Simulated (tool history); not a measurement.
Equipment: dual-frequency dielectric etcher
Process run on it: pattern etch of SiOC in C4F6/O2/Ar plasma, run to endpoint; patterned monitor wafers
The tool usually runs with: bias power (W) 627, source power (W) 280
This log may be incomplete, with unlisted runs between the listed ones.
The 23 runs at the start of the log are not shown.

| run | hour | bias power (W) | source power (W) | incoming incoming film thickness, nm | endpoint time (s) |
|---|---|---|---|---|---|
| 24 | 1763.9 | 627 | 280 | 32.53 | 11.9 |
| 25 | 1856.1 | 766 | 320 | 32.82 | 10.8 |
| 26 | 1958.8 | 584 | 280 | 32.31 | 12.3 |
| 27 | 2055.8 | 708 | 260 | 32.95 | 11.9 |
|  | 2109.7 | wet clean of the chamber |
| 28 | 2127.8 | 627 | 280 | 32.46 | 12.1 |
| 29 | 2169.1 | 504 | 340 | 32.4 | 12.5 |
| 30 | 2275 | 627 | 280 | 32.32 | 12 |
| 31 | 2380.1 | 627 | 280 | 32.32 | 12.1 |
| 32 | 2432.3 | 564 | 310 | 32.16 | 12.2 |
| 33 | 2471.3 | 575 | 240 | 32.49 | 13 |
| 34 | 2560.9 | 492 | 220 | 32.48 | 14.1 |
| 35 | 2621.8 | 627 | 280 | 32.35 | 12 |
| 36 | 2685.5 | 627 | 280 | 32.22 | 11.8 |

3 options for the next run, each taken on its own from the tool as it stands now. Forecast them:
| A | 2685.9 | 583 | 280 | 32.56 | ? |
| B | 2685.9 | 627 | 300 | 32.56 | ? |
| C | 2685.9 | 674 | 250 | 32.56 | ? |

| run | endpoint time (s) |
|---|---|
| A | 12.5 |
| B | 11.9 |
| C | 12.1 |
The same runs, with their run-to-run variation unchanged, on a tool lacking any hidden condition would have given:
| run | endpoint time (s) |
|---|---|
| A | 12.4 |
| B | 11.8 |
| C | 12 |
